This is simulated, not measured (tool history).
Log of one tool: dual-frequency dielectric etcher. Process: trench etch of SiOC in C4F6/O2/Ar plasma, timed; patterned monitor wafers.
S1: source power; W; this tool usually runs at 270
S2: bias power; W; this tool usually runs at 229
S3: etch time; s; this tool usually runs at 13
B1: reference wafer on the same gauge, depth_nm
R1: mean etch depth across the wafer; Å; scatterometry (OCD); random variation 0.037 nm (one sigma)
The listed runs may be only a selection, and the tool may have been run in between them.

run	hour	S1	S2	S3	B1	R1
1	0	270	229	13	23.9	251
2	13.6	270	263	13	23.91	265.3
3	30.2	270	263	13	23.9	265.7
4	43.5	270	263	13	23.9	266.7
5	53	270	229	13	23.88	252.1
6	67.6	270	229	13	23.91	251.7
7	81	240	209	13	23.9	230.5
8	96.7	240	209	13	23.9	231
# hour 114.2: source power generator calibrated
# hour 124.7: wet clean of the chamber
9	125.2	270	267	13	23.91	265
10	125.6	270	229	13	23.9	248.9
# hour 154: upper electrode replaced
11	154.5	270	229	13	23.9	250
12	154.8	270	229	13	23.9	249.1
13	158.7	330	184	15	23.9	286.1
14	175.6	270	209	13	23.9	240.5
15	193.4	270	229	13	23.9	249.3
16	206.5	320	209	10.5	23.9	208.7
# hour 212.1: gauge calibrated
17	213	230	229	13	23.9	233.4
# hour 220.7: bias power generator calibrated
18	227.2	270	263	13	23.9	264.5
19	242.1	330	184	15	23.89	288.2
20	248.2	270	247	9	23.9	178.3
21	269.2	270	229	11.5	23.89	221.4
22	279.2	330	229	13	23.9	272.4
23	294.9	270	229	13	23.9	250.6
24	302	270	229	13	23.9	249.5

Here are 4 independent what-if runs from the current tool condition. What would each one return?
A	302.4	210	229	13	?	?
B	302.4	300	185	15	?	?
C	302.4	270	190	13	?	?
D	302.4	310	206	11	?	?

run	B1	R1
A	23.9	225.1
B	23.9	277.8
C	23.9	232.6
D	23.9	215.6
What these runs would have given with no unlogged condition in the tool:
run	R1
A	223.4
B	275.7
C	230.9
D	213.9
